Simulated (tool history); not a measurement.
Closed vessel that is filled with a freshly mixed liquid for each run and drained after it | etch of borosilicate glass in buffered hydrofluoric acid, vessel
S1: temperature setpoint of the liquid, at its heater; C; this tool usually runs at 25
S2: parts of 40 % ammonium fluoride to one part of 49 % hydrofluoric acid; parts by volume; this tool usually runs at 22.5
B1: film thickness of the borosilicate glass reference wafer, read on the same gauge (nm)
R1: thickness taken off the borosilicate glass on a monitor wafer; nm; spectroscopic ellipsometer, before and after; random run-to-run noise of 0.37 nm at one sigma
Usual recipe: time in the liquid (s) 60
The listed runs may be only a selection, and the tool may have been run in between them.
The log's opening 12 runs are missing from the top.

run 13 hour=1065.1 | S1=21 S2=22.5 time_in_the_liquid_(s)=60 | B1=79.97 | R1=34.67
run 14 hour=1139.9 | S1=21 S2=22.5 time_in_the_liquid_(s)=60 | B1=80 | R1=35.38
-- hour=1196.2 hydrofluoric acid flow meter replaced
run 15 hour=1232.4 | S1=25 S2=22.5 time_in_the_liquid_(s)=60 | B1=80.01 | R1=39.24
run 16 hour=1291.7 | S1=25 S2=22.5 time_in_the_liquid_(s)=60 | B1=79.96 | R1=39.62
run 17 hour=1352.6 | S1=25 S2=22.5 time_in_the_liquid_(s)=60 | B1=79.97 | R1=39.04
run 18 hour=1443.6 | S1=22 S2=30 time_in_the_liquid_(s)=60 | B1=80.03 | R1=28.02
run 19 hour=1499.8 | S1=25 S2=22.5 time_in_the_liquid_(s)=80 | B1=79.98 | R1=53.39
run 20 hour=1577.4 | S1=28 S2=30 time_in_the_liquid_(s)=60 | B1=80.01 | R1=39.54
run 21 hour=1641.5 | S1=28 S2=20 time_in_the_liquid_(s)=45 | B1=80.03 | R1=39.61
run 22 hour=1744.3 | S1=28 S2=22.5 time_in_the_liquid_(s)=60 | B1=79.93 | R1=47.3
run 23 hour=1784.5 | S1=29 S2=18.5 time_in_the_liquid_(s)=60 | B1=80.01 | R1=60.43
run 24 hour=1870.8 | S1=27 S2=28.5 time_in_the_liquid_(s)=80 | B1=80.03 | R1=52.08
run 25 hour=1926.9 | S1=29.5 S2=30 time_in_the_liquid_(s)=45 | B1=80.01 | R1=32.55
run 26 hour=2020.2 | S1=23 S2=27.5 time_in_the_liquid_(s)=30 | B1=79.97 | R1=15.99
run 27 hour=2069.4 | S1=27 S2=15 time_in_the_liquid_(s)=80 | B1=80.02 | R1=90.57
run 28 hour=2122.9 | S1=30 S2=30 time_in_the_liquid_(s)=45 | B1=79.96 | R1=33.67
run 29 hour=2211.6 | S1=25 S2=22.5 time_in_the_liquid_(s)=60 | B1=79.99 | R1=42.21
run 30 hour=2281.2 | S1=28 S2=26 time_in_the_liquid_(s)=45 | B1=80.04 | R1=33.73
run 31 hour=2339.4 | S1=25 S2=22.5 time_in_the_liquid_(s)=30 | B1=80 | R1=21.41
-- hour=2416 hydrofluoric acid flow meter replaced
run 32 hour=2425.2 | S1=25 S2=22.5 time_in_the_liquid_(s)=60 | B1=80.01 | R1=39.96
run 33 hour=2468.7 | S1=25 S2=20 time_in_the_liquid_(s)=60 | B1=79.99 | R1=43.22

Branching from run 33: 3 alternative next runs. What would each branch give?
run A hour=2469.4 | S1=25 S2=22.5 time_in_the_liquid_(s)=85 | B1=? | R1=?
run B hour=2469.4 | S1=21 S2=22.5 time_in_the_liquid_(s)=45 | B1=? | R1=?
run C hour=2469.4 | S1=25 S2=30 time_in_the_liquid_(s)=60 | B1=? | R1=?

run=A B1=79.98 R1=55.58
run=B B1=79.98 R1=23.69
run=C B1=79.98 R1=32.16
What these runs would have given with no unlogged condition in the tool:
run=A R1=55.22
run=B R1=23.53
run=C R1=31.95
